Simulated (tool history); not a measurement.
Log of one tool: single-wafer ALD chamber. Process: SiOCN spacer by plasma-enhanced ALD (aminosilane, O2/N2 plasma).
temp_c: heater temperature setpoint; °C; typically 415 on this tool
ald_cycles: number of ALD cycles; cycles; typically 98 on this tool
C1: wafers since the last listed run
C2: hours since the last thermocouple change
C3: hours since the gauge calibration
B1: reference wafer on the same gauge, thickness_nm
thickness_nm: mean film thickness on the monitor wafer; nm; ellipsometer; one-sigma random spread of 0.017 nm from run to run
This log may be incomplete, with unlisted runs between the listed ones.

run 1 hour=0.0 | temp_c=415 ald_cycles=98 | C1=0 C2=1205.3 C3=1395.0 | B1=4.779 | thickness_nm=5.490
run 2 hour=75.8 | temp_c=415 ald_cycles=98 | C1=282 C2=1281.1 C3=1470.8 | B1=4.784 | thickness_nm=5.475
run 3 hour=147.8 | temp_c=415 ald_cycles=83 | C1=268 C2=1353.1 C3=1542.8 | B1=4.779 | thickness_nm=4.603
run 4 hour=193.3 | temp_c=415 ald_cycles=98 | C1=169 C2=1398.6 C3=1588.3 | B1=4.778 | thickness_nm=5.482
run 5 hour=290.2 | temp_c=415 ald_cycles=98 | C1=361 C2=1495.5 C3=1685.2 | B1=4.772 | thickness_nm=5.451
run 6 hour=364.8 | temp_c=415 ald_cycles=98 | C1=278 C2=1570.1 C3=1759.8 | B1=4.769 | thickness_nm=5.413
run 7 hour=459.3 | temp_c=415 ald_cycles=98 | C1=352 C2=1664.6 C3=1854.3 | B1=4.766 | thickness_nm=5.454
run 8 hour=502.0 | temp_c=415 ald_cycles=98 | C1=159 C2=1707.3 C3=1897.0 | B1=4.763 | thickness_nm=5.450
run 9 hour=538.5 | temp_c=415 ald_cycles=98 | C1=136 C2=1743.8 C3=1933.5 | B1=4.757 | thickness_nm=5.472
run 10 hour=626.7 | temp_c=415 ald_cycles=98 | C1=328 C2=1832.0 C3=2021.7 | B1=4.759 | thickness_nm=5.471
run 11 hour=942.7 | temp_c=415 ald_cycles=98 | C1=1178 C2=2148.0 C3=2337.7 | B1=4.744 | thickness_nm=5.423
run 12 hour=984.1 | temp_c=426 ald_cycles=98 | C1=154 C2=2189.4 C3=2379.1 | B1=4.740 | thickness_nm=5.267
run 13 hour=1218.6 | temp_c=426 ald_cycles=98 | C1=874 C2=2423.9 C3=2613.6 | B1=4.730 | thickness_nm=5.259
run 14 hour=1257.3 | temp_c=415 ald_cycles=98 | C1=144 C2=2462.6 C3=2652.3 | B1=4.733 | thickness_nm=5.425
run 15 hour=1298.1 | temp_c=415 ald_cycles=98 | C1=152 C2=2503.4 C3=2693.1 | B1=4.732 | thickness_nm=5.434
run 16 hour=1371.3 | temp_c=415 ald_cycles=93 | C1=272 C2=2576.6 C3=2766.3 | B1=4.724 | thickness_nm=5.107
run 17 hour=1410.5 | temp_c=415 ald_cycles=93 | C1=146 C2=2615.8 C3=2805.5 | B1=4.729 | thickness_nm=5.102
run 18 hour=1463.5 | temp_c=415 ald_cycles=93 | C1=197 C2=2668.8 C3=2858.5 | B1=4.720 | thickness_nm=5.131
run 19 hour=1555.9 | temp_c=415 ald_cycles=98 | C1=344 C2=2761.2 C3=2950.9 | B1=4.717 | thickness_nm=5.376
run 20 hour=1661.2 | temp_c=415 ald_cycles=98 | C1=392 C2=2866.5 C3=3056.2 | B1=4.719 | thickness_nm=5.399
run 21 hour=1730.1 | temp_c=415 ald_cycles=98 | C1=256 C2=2935.4 C3=3125.1 | B1=4.711 | thickness_nm=5.380
-- hour=1783.9 thermocouple changed; heater temperature recalibrated
run 22 hour=1790.9 | temp_c=410 ald_cycles=111 | C1=196 C2=7.0 C3=3185.9 | B1=4.708 | thickness_nm=6.152
run 23 hour=1856.7 | temp_c=420 ald_cycles=83 | C1=245 C2=72.8 C3=3251.7 | B1=4.702 | thickness_nm=4.499
-- hour=1863.9 gauge calibrated
run 24 hour=1952.2 | temp_c=415 ald_cycles=98 | C1=356 C2=168.3 C3=88.3 | B1=4.791 | thickness_nm=5.505
run 25 hour=2036.7 | temp_c=422 ald_cycles=89 | C1=315 C2=252.8 C3=172.8 | B1=4.788 | thickness_nm=4.850
run 26 hour=2335.6 | temp_c=424 ald_cycles=89 | C1=1114 C2=551.7 C3=471.7 | B1=4.771 | thickness_nm=4.835
run 27 hour=2442.0 | temp_c=409 ald_cycles=85 | C1=396 C2=658.1 C3=578.1 | B1=4.771 | thickness_nm=4.846
run 28 hour=2517.0 | temp_c=423 ald_cycles=98 | C1=279 C2=733.1 C3=653.1 | B1=4.767 | thickness_nm=5.317
run 29 hour=2556.8 | temp_c=407 ald_cycles=86 | C1=148 C2=772.9 C3=692.9 | B1=4.762 | thickness_nm=4.887
run 30 hour=2644.5 | temp_c=415 ald_cycles=87 | C1=327 C2=860.6 C3=780.6 | B1=4.761 | thickness_nm=4.836
run 31 hour=2722.0 | temp_c=405 ald_cycles=111 | C1=288 C2=938.1 C3=858.1 | B1=4.753 | thickness_nm=6.325
run 32 hour=2827.2 | temp_c=415 ald_cycles=118 | C1=392 C2=1043.3 C3=963.3 | B1=4.757 | thickness_nm=6.538
run 33 hour=2868.5 | temp_c=423 ald_cycles=107 | C1=153 C2=1084.6 C3=1004.6 | B1=4.751 | thickness_nm=5.803
run 34 hour=2953.2 | temp_c=401 ald_cycles=79 | C1=315 C2=1169.3 C3=1089.3 | B1=4.745 | thickness_nm=4.547
run 35 hour=2993.3 | temp_c=415 ald_cycles=98 | C1=149 C2=1209.4 C3=1129.4 | B1=4.745 | thickness_nm=5.388
run 36 hour=3064.4 | temp_c=415 ald_cycles=98 | C1=265 C2=1280.5 C3=1200.5 | B1=4.743 | thickness_nm=5.398
run 37 hour=3332.4 | temp_c=407 ald_cycles=91 | C1=999 C2=1548.5 C3=1468.5 | B1=4.730 | thickness_nm=5.148
run 38 hour=3393.3 | temp_c=415 ald_cycles=98 | C1=227 C2=1609.4 C3=1529.4 | B1=4.729 | thickness_nm=5.415
run 39 hour=3471.7 | temp_c=415 ald_cycles=112 | C1=292 C2=1687.8 C3=1607.8 | B1=4.725 | thickness_nm=6.181
run 40 hour=3551.4 | temp_c=405 ald_cycles=89 | C1=297 C2=1767.5 C3=1687.5 | B1=4.716 | thickness_nm=5.027
run 41 hour=3603.3 | temp_c=415 ald_cycles=98 | C1=193 C2=1819.4 C3=1739.4 | B1=4.721 | thickness_nm=5.391
run 42 hour=3673.5 | temp_c=405 ald_cycles=104 | C1=261 C2=1889.6 C3=1809.6 | B1=4.714 | thickness_nm=5.907

Subtracting, for every run, the result it would have given without the tool's unlogged condition from the measured result gives the following. The same run-to-run variation enters both numbers; the gauge's scatter may not:
Hidden state present: wafer temperature above the value expected at the setpoint (K); gauge reads high (%).
run=1 thickness_nm=-0.051
run=2 thickness_nm=-0.055
run=3 thickness_nm=-0.049
run=4 thickness_nm=-0.061
run=5 thickness_nm=-0.066
run=6 thickness_nm=-0.069
run=7 thickness_nm=-0.074
run=8 thickness_nm=-0.077
run=9 thickness_nm=-0.078
run=10 thickness_nm=-0.083
run=11 thickness_nm=-0.098
run=12 thickness_nm=-0.097
run=13 thickness_nm=-0.109
run=14 thickness_nm=-0.114
run=15 thickness_nm=-0.116
run=16 thickness_nm=-0.113
run=17 thickness_nm=-0.114
run=18 thickness_nm=-0.118
run=19 thickness_nm=-0.128
run=20 thickness_nm=-0.134
run=21 thickness_nm=-0.137
run=22 thickness_nm=-0.160
run=23 thickness_nm=-0.120
run=24 thickness_nm=-0.045
run=25 thickness_nm=-0.043
run=26 thickness_nm=-0.056
run=27 thickness_nm=-0.061
run=28 thickness_nm=-0.070
run=29 thickness_nm=-0.067
run=30 thickness_nm=-0.070
run=31 thickness_nm=-0.096
run=32 thickness_nm=-0.106
run=33 thickness_nm=-0.096
run=34 thickness_nm=-0.078
run=35 thickness_nm=-0.096
run=36 thickness_nm=-0.099
run=37 thickness_nm=-0.107
run=38 thickness_nm=-0.116
run=39 thickness_nm=-0.137
run=40 thickness_nm=-0.115
run=41 thickness_nm=-0.126
run=42 thickness_nm=-0.142
